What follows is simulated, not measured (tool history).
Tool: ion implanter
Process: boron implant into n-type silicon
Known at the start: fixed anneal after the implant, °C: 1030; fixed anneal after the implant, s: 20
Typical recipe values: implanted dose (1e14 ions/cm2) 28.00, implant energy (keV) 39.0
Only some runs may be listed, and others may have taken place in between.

run	day	implanted dose (1e14 ions/cm2)	implant energy (keV)	wafers since the last listed run	hours since the last dose calibration	hours since the extraction supply was calibrated	hours since the gauge calibration	read-back reference wafer on the same gauge, sheet resistance	sheet resistance of the implanted and annealed layer (ohm/square)
1	0.000	31.83	39.0	0	886.4	2430.8	928.9	47.50	49.01
2	2.800	31.83	39.0	802	953.6	2498.0	996.1	47.59	49.19
3	4.771	28.00	39.0	564	1000.9	2545.3	1043.4	47.42	53.46
4	7.475	28.00	39.0	774	1065.8	2610.2	1108.3	47.43	53.50
5	8.625	28.00	39.0	329	1093.4	2637.8	1135.9	47.49	53.49
6	11.050	28.00	39.0	694	1151.6	2696.0	1194.1	47.44	53.60
7	13.933	28.00	39.0	825	1220.8	2765.2	1263.3	47.47	54.01
8	16.358	28.00	47.5	694	1279.0	2823.4	1321.5	47.54	52.62
9	18.908	28.00	47.5	730	1340.2	2884.6	1382.7	47.53	52.46
10	20.483	28.00	48.0	451	1378.0	2922.4	1420.5	47.54	52.75
# day 22.400: Faraday cup replaced and dose calibrated
11	22.979	28.00	48.0	619	13.9	2982.3	1480.4	47.50	50.42
# day 23.846: extraction supply calibrated
12	25.092	28.00	48.0	509	64.6	29.9	1531.1	47.53	50.90
13	26.400	28.00	39.0	374	96.0	61.3	1562.5	47.55	52.63
14	29.129	28.00	39.0	781	161.5	126.8	1628.0	47.55	52.31
15	30.417	28.00	39.0	368	192.4	157.7	1658.9	47.58	52.46
16	32.108	34.31	45.5	484	233.0	198.3	1699.5	47.55	45.23
# day 32.883: gauge calibrated
17	34.625	28.00	39.0	720	293.4	258.7	41.8	47.59	52.60
18	36.479	28.00	48.5	531	337.9	303.2	86.3	47.47	50.93
19	38.212	22.35	31.5	496	379.5	344.8	127.9	47.51	63.75
20	40.700	28.00	39.0	712	439.2	404.5	187.6	47.51	52.89
21	42.404	35.35	26.5	488	480.1	445.4	228.5	47.53	52.76
22	44.275	24.16	33.0	535	525.0	490.3	273.4	47.53	60.66
23	46.288	28.00	39.0	576	573.3	538.6	321.7	47.49	52.76
24	50.579	33.57	39.0	1229	676.3	641.6	424.7	47.51	47.63
25	51.996	20.13	39.0	405	710.3	675.6	458.7	47.53	68.07
26	54.100	28.00	39.0	602	760.8	726.1	509.2	47.47	53.03
27	56.679	23.90	50.5	738	822.7	788.0	571.1	47.42	57.46

Predict the results of run 28:
28	58.867	34.85	43.5	626	875.2	840.5	623.6	?	?

read-back reference wafer on the same gauge, sheet resistance: 47.46
sheet resistance of the implanted and annealed layer (ohm/square): 45.76
With the hidden condition absent and the run-to-run variation left alone, this run would have shown sheet resistance of the implanted and annealed layer (ohm/square) 45.20.
